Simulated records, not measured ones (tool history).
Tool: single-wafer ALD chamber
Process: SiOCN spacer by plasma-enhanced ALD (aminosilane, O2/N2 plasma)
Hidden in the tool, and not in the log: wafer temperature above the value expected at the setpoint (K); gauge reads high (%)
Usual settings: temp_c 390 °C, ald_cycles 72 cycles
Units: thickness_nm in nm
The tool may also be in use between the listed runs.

| run | hour | temp_c | ald_cycles | wafers since the last listed run | hours since the last thermocouple change | hours since the gauge calibration | read-back reference wafer on the same gauge, thickness_nm | thickness_nm |
|---|---|---|---|---|---|---|---|---|
| 1 | 0 | 390 | 68 | 0 | 2660.3 | 17.1 | 5.402 | 4.775 |
| 2 | 8 | 390 | 68 | 27 | 2668.3 | 25.1 | 5.399 | 4.796 |
| 3 | 16.2 | 390 | 76 | 27 | 2676.5 | 33.3 | 5.405 | 5.365 |
| 4 | 33 | 390 | 76 | 57 | 2693.3 | 50.1 | 5.401 | 5.377 |
| 5 | 48.5 | 390 | 72 | 52 | 2708.8 | 65.6 | 5.399 | 5.063 |
| 6 | 60.2 | 390 | 72 | 39 | 2720.5 | 77.3 | 5.401 | 5.078 |
| 7 | 72.7 | 390 | 72 | 42 | 2733 | 89.8 | 5.4 | 5.077 |
| 8 | 78.8 | 390 | 72 | 20 | 2739.1 | 95.9 | 5.4 | 5.073 |
| 9 | 95.4 | 390 | 72 | 56 | 2755.7 | 112.5 | 5.397 | 5.044 |
| 10 | 108.5 | 390 | 61 | 44 | 2768.8 | 125.6 | 5.4 | 4.301 |
| 11 | 120.4 | 381 | 80 | 40 | 2780.7 | 137.5 | 5.401 | 5.641 |
| 12 | 134.2 | 390 | 72 | 47 | 2794.5 | 151.3 | 5.401 | 5.1 |
|  | 143 | thermocouple changed; heater temperature recalibrated |
| 13 | 147.2 | 398 | 85 | 17 | 4.2 | 164.3 | 5.4 | 5.995 |
|  | 170.1 | gauge calibrated |
| 14 | 181.4 | 390 | 72 | 116 | 38.4 | 11.3 | 5.4 | 5.067 |
| 15 | 192.3 | 384 | 62 | 37 | 49.3 | 22.2 | 5.399 | 4.383 |
| 16 | 206.1 | 402 | 58 | 47 | 63.1 | 36 | 5.405 | 4.087 |
| 17 | 221.3 | 400 | 68 | 51 | 78.3 | 51.2 | 5.4 | 4.79 |
| 18 | 236 | 379 | 72 | 50 | 93 | 65.9 | 5.397 | 5.075 |

4 ways to go on from here, each from the tool as it stands after run 18. What would each give?
| A | 236.5 | 390 | 79 | 1 | 93.5 | 66.4 | ? | ? |
| B | 236.5 | 381 | 61 | 1 | 93.5 | 66.4 | ? | ? |
| C | 236.5 | 396 | 60 | 1 | 93.5 | 66.4 | ? | ? |
| D | 236.5 | 383 | 76 | 1 | 93.5 | 66.4 | ? | ? |

| run | read-back reference wafer on the same gauge, thickness_nm | thickness_nm |
|---|---|---|
| A | 5.399 | 5.574 |
| B | 5.399 | 4.304 |
| C | 5.399 | 4.233 |
| D | 5.399 | 5.362 |
Without the tool's hidden state the same runs would have given:
| run | thickness_nm |
|---|---|
| A | 5.574 |
| B | 4.304 |
| C | 4.233 |
| D | 5.362 |
